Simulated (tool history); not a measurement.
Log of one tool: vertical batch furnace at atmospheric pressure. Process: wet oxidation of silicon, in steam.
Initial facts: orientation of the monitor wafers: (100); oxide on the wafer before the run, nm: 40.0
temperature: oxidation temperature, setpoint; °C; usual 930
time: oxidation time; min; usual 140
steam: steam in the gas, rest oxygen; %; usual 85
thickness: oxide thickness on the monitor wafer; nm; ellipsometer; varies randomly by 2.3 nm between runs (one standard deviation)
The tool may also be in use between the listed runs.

| run | hour | temperature | time | steam | wafers since the last listed run | hours since the last temperature calibration | hours since the steam generator was serviced | hours since the gauge calibration | read-back reference wafer on the same gauge, thickness | thickness |
|---|---|---|---|---|---|---|---|---|---|---|
| 1 | 0 | 930 | 140 | 85 | 0 | 3774.1 | 1852.3 | 1084.6 | 494.81 | 416.34 |
| 2 | 57.3 | 930 | 140 | 85 | 336 | 3831.4 | 1909.6 | 1141.9 | 495.55 | 417.67 |
| 3 | 121.9 | 930 | 140 | 85 | 379 | 3896 | 1974.2 | 1206.5 | 494.45 | 417.65 |
| 4 | 169.1 | 930 | 140 | 85 | 277 | 3943.2 | 2021.4 | 1253.7 | 494.73 | 417.5 |
| 5 | 218.6 | 930 | 165 | 85 | 291 | 3992.7 | 2070.9 | 1303.2 | 494.2 | 463.26 |
| 6 | 245.3 | 910 | 182 | 85 | 157 | 4019.4 | 2097.6 | 1329.9 | 494.98 | 424.44 |
| 7 | 282.3 | 910 | 182 | 85 | 217 | 4056.4 | 2134.6 | 1366.9 | 495.18 | 422.26 |
| 8 | 465.2 | 930 | 140 | 85 | 1075 | 4239.3 | 2317.5 | 1549.8 | 495.38 | 414.91 |
| 9 | 522 | 930 | 140 | 85 | 334 | 4296.1 | 2374.3 | 1606.6 | 495.29 | 407.6 |
| 10 | 561.8 | 930 | 140 | 88 | 234 | 4335.9 | 2414.1 | 1646.4 | 494.05 | 416.27 |
| 11 | 618.4 | 930 | 140 | 88 | 332 | 4392.5 | 2470.7 | 1703 | 496.28 | 418.44 |
| 12 | 681.6 | 930 | 140 | 88 | 371 | 4455.7 | 2533.9 | 1766.2 | 494.92 | 415.38 |
| 13 | 731 | 930 | 140 | 85 | 290 | 4505.1 | 2583.3 | 1815.6 | 494.74 | 409.25 |
| 14 | 766.5 | 930 | 140 | 85 | 208 | 4540.6 | 2618.8 | 1851.1 | 494.87 | 412.03 |
| 15 | 807.9 | 930 | 140 | 85 | 243 | 4582 | 2660.2 | 1892.5 | 495.39 | 408.22 |
|  | 872.2 | steam generator serviced |
| 16 | 872.7 | 930 | 115.5 | 81 | 239 | 4646.8 | 0.5 | 1957.3 | 495.43 | 355.88 |
| 17 | 887.2 | 930 | 140 | 85 | 85 | 4661.3 | 15 | 1971.8 | 495.21 | 424.17 |
| 18 | 946 | 917 | 140 | 85 | 345 | 4720.1 | 73.8 | 2030.6 | 494.85 | 380.04 |
| 19 | 973 | 917 | 140 | 85 | 158 | 4747.1 | 100.8 | 2057.6 | 494.93 | 379.69 |
| 20 | 1007.2 | 949 | 140 | 85 | 201 | 4781.3 | 135 | 2091.8 | 494.8 | 489.71 |
|  | 1064.7 | gauge calibrated |
| 21 | 1142.8 | 948 | 198.5 | 95 | 797 | 4916.9 | 270.6 | 78.1 | 495.51 | 664.49 |
| 22 | 1180.2 | 930 | 140 | 97 | 219 | 4954.3 | 308 | 115.5 | 495.1 | 462.84 |
| 23 | 1228.3 | 930 | 140 | 85 | 282 | 5002.4 | 356.1 | 163.6 | 494.95 | 419.01 |
|  | 1281.7 | thermocouples replaced and temperature profile calibrated |
| 24 | 1357.5 | 949 | 178.5 | 96 | 618 | 75.8 | 485.3 | 292.8 | 494.71 | 622.46 |
| 25 | 1381.8 | 939 | 140 | 85 | 142 | 100.1 | 509.6 | 317.1 | 494.33 | 453.57 |
| 26 | 1426.7 | 917 | 140 | 85 | 264 | 145 | 554.5 | 362 | 495.97 | 379.53 |
| 27 | 1455.8 | 910 | 182 | 85 | 171 | 174.1 | 583.6 | 391.1 | 494.73 | 430.7 |
| 28 | 1518.3 | 930 | 140 | 89 | 367 | 236.6 | 646.1 | 453.6 | 494.7 | 439.42 |
| 29 | 1543.5 | 930 | 140 | 85 | 148 | 261.8 | 671.3 | 478.8 | 494.75 | 422.22 |
| 30 | 1588.4 | 930 | 140 | 85 | 264 | 306.7 | 716.2 | 523.7 | 494.51 | 424.47 |
| 31 | 1650.2 | 930 | 85.5 | 85 | 363 | 368.5 | 778 | 585.5 | 494.77 | 296.03 |
| 32 | 1712.8 | 917 | 115.5 | 85 | 368 | 431.1 | 840.6 | 648.1 | 494.99 | 327.15 |
| 33 | 1762.4 | 914 | 198 | 92 | 291 | 480.7 | 890.2 | 697.7 | 495.5 | 498.67 |
| 34 | 1814 | 930 | 82.5 | 85 | 303 | 532.3 | 941.8 | 749.3 | 494.49 | 288.94 |
| 35 | 1864.9 | 930 | 166.5 | 85 | 299 | 583.2 | 992.7 | 800.2 | 494.73 | 476.82 |
| 36 | 1891.8 | 930 | 99.5 | 91 | 158 | 610.1 | 1019.6 | 827.1 | 494.76 | 346.41 |
| 37 | 1952.8 | 910 | 87 | 85 | 358 | 671.1 | 1080.6 | 888.1 | 494.79 | 250.4 |
| 38 | 2018.3 | 921 | 140 | 85 | 385 | 736.6 | 1146.1 | 953.6 | 495.93 | 389.87 |
| 39 | 2066.5 | 930 | 181 | 85 | 283 | 784.8 | 1194.3 | 1001.8 | 494.75 | 503.21 |

Hidden state or all else? Some run-to-run changes of thickness, split into what the settings, what came in and random variation would give without the hidden state, and what is left for the hidden state (with any gauge scatter that isn't in both results):
Hidden conditions of the tool in this case: true tube temperature minus thermocouple reading, K; steam share off its setpoint, % of the setpoint; gauge reads high (%).
Run 15 -> 16: time 140 -> 115.5, steam 85 -> 81, steam generator serviced. thickness -52.34 nm: hidden state +15.01, all else -67.35.
Run 21 -> 22: temperature 948 -> 930, time 198.5 -> 140, steam 95 -> 97. thickness -201.65 nm: hidden state +1.13, all else -202.78.
Run 23 -> 24: temperature 930 -> 949, time 140 -> 178.5, steam 85 -> 96, thermocouples replaced and temperature profile calibrated. thickness +203.45 nm: hidden state -1.65, all else +205.1.
Run 33 -> 34: temperature 914 -> 930, time 198 -> 82.5, steam 92 -> 85. thickness -209.73 nm: hidden state +2.24, all else -211.97.
Run 34 -> 35: time 82.5 -> 166.5. thickness +187.88 nm: hidden state -2.44, all else +190.32.
